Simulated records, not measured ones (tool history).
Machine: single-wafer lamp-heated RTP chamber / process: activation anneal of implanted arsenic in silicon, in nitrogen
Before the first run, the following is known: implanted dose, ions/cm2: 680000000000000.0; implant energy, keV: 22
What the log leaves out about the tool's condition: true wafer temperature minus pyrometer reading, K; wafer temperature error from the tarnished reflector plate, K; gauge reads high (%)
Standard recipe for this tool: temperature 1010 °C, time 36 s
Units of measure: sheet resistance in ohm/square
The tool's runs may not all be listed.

run	day	temperature	time	wafers since the last listed run	wafers since the last pyrometer calibration	wafers since the reflector plate was cleaned	hours since the gauge calibration	read-back reference wafer on the same gauge, sheet resistance	sheet resistance
1	0	1010	36	0	3601	6157	440.3	137.05	160.85
2	0.875	1010	36	201	3803	6358	461.3	136.91	160.24
3	2.175	986	36	298	4101	6657	492.5	137.07	165.21
4	2.858	986	36	156	4258	6814	508.9	137.07	165.75
# day 4.008: pyrometer window cleaned and pyrometer calibrated
5	4.1	986	36	208	21	7023	538.7	137.06	167.08
6	5.025	996	21	212	234	7235	560.9	136.87	169.45
7	5.533	996	21	116	350	7352	573.1	137	168.88
8	6.942	996	21	323	674	7676	606.9	137.04	169.15
9	8.379	994	36	330	1004	8006	641.4	136.97	165.05
10	9.667	994	36	295	1300	8302	672.3	136.95	165.41
11	10.833	994	36	268	1568	8570	700.3	136.96	164.52
12	12.138	1010	36	299	1868	8869	731.6	136.92	161.62
13	13.408	1010	31	291	2160	9161	762.1	136.98	162.82
14	14.588	1010	31	270	2430	9432	790.4	136.98	163.32
15	17.008	1018	36	556	2987	9989	848.5	137.04	160.1
# day 17.083: gauge calibrated
16	17.992	1018	36	225	3213	10214	21.8	137	159.99
17	18.846	987	36	196	3409	10411	42.3	136.92	164.7
18	19.4	1010	45	127	3536	10538	55.6	136.95	158.93
19	19.938	986	36	123	3660	10661	68.5	136.95	165.03
20	20.888	1020	18	218	3878	10880	91.3	137.07	164.35
21	21.733	1032	18	194	4072	11074	111.6	137.08	162.29
# day 22.212: reflector plate cleaned
22	22.579	1010	36	117	4190	83	131.9	136.94	161.25
# day 22.996: pyrometer window cleaned and pyrometer calibrated
23	23.917	1010	36	230	211	314	164	136.97	162.46
24	25.558	1036	36	377	588	691	203.4	137.04	156.9
25	26.412	1010	29	196	785	887	223.9	136.88	163.85
26	27.504	1036	55	250	1036	1138	250.1	136.99	153.86
27	28.408	998	23	207	1243	1346	271.8	136.96	166.8
28	29.304	1010	36	205	1449	1552	293.3	136.98	161.54
29	30.179	998	43	201	1650	1753	314.3	136.98	162.12
30	30.738	992	27	128	1778	1881	327.7	137.08	167.39
31	34.008	983	36	751	2530	2633	406.2	137.05	166.12
32	35.4	1036	36	319	2850	2952	439.6	137.06	156.04
33	39.238	996	21	881	3731	3834	531.7	137.06	166.43
34	40.412	996	50	269	4001	4104	559.9	137.03	160.28
35	41.154	986	36	170	4172	4274	577.7	137.02	164.77

Selected run-to-run steps in sheet resistance, each split into two signed amounts: the part the tool would show with no hidden state at all (from settings, incoming material and random variation), and the remainder, which goes to the hidden state together with any gauge scatter not common to the measured and the hidden-state-free results:
Run 4 -> 5: pyrometer window cleaned and pyrometer calibrated. sheet resistance +1.33 ohm/square: hidden state +1.97, all else -0.64.
Run 22 -> 23: pyrometer window cleaned and pyrometer calibrated. sheet resistance +1.21 ohm/square: hidden state +1.6, all else -0.39.
Run 26 -> 27: temperature 1036 -> 998, time 55 -> 23. sheet resistance +12.94 ohm/square: hidden state +0, all else +12.94.
Run 30 -> 31: temperature 992 -> 983, time 27 -> 36. sheet resistance -1.27 ohm/square: hidden state -0.42, all else -0.85.
Run 31 -> 32: temperature 983 -> 1036. sheet resistance -10.08 ohm/square: hidden state -0.09, all else -9.99.
Run 32 -> 33: temperature 1036 -> 996, time 36 -> 21. sheet resistance +10.39 ohm/square: hidden state -0.28, all else +10.67.
